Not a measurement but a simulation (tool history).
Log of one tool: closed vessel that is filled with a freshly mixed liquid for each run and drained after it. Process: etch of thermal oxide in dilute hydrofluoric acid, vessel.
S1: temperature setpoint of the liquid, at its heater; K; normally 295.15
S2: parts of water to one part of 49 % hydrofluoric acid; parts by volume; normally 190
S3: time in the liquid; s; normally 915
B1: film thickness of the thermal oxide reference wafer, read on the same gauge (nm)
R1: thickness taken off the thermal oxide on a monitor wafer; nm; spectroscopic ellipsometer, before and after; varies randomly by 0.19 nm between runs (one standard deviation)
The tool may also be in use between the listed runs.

| run | day | S1 | S2 | S3 | B1 | R1 |
|---|---|---|---|---|---|---|
| 1 | 0 | 295.15 | 190 | 915 | 129.98 | 21.21 |
| 2 | 1.567 | 295.15 | 190 | 915 | 130 | 21.61 |
| 3 | 5.867 | 295.15 | 190 | 915 | 129.99 | 20.81 |
| 4 | 8.208 | 295.15 | 190 | 915 | 130 | 21.39 |
| 5 | 10.071 | 295.15 | 190 | 915 | 130.03 | 20.9 |
| 6 | 13.167 | 292.65 | 190 | 505 | 129.96 | 10.8 |
| 7 | 15 | 292.65 | 190 | 505 | 130.01 | 10.51 |
| 8 | 18.067 | 295.15 | 190 | 915 | 130.03 | 21.27 |
| 9 | 19.979 | 298.15 | 120 | 1170 | 130.01 | 52.53 |
|  | 21.875 | hydrofluoric acid flow meter replaced |
|  | 22.346 | gauge calibrated |
| 10 | 24.479 | 296.65 | 245 | 1165 | 130.05 | 21.14 |
|  | 25.9 | thermometer replaced |
| 11 | 26.183 | 295.15 | 190 | 915 | 129.98 | 21.33 |
| 12 | 28.404 | 296.65 | 260 | 1115 | 129.99 | 18.54 |
| 13 | 31.45 | 290.15 | 275 | 1460 | 130.02 | 17.69 |
| 14 | 34.521 | 290.65 | 190 | 915 | 130 | 17.93 |

Give the tool's hidden conditions for every run:
liquid hotter than its thermometer reads (K): 0 on each run
hydrofluoric acid flow below the setpoint (%): 0 on each run
gauge reads high (%): 0 on each run

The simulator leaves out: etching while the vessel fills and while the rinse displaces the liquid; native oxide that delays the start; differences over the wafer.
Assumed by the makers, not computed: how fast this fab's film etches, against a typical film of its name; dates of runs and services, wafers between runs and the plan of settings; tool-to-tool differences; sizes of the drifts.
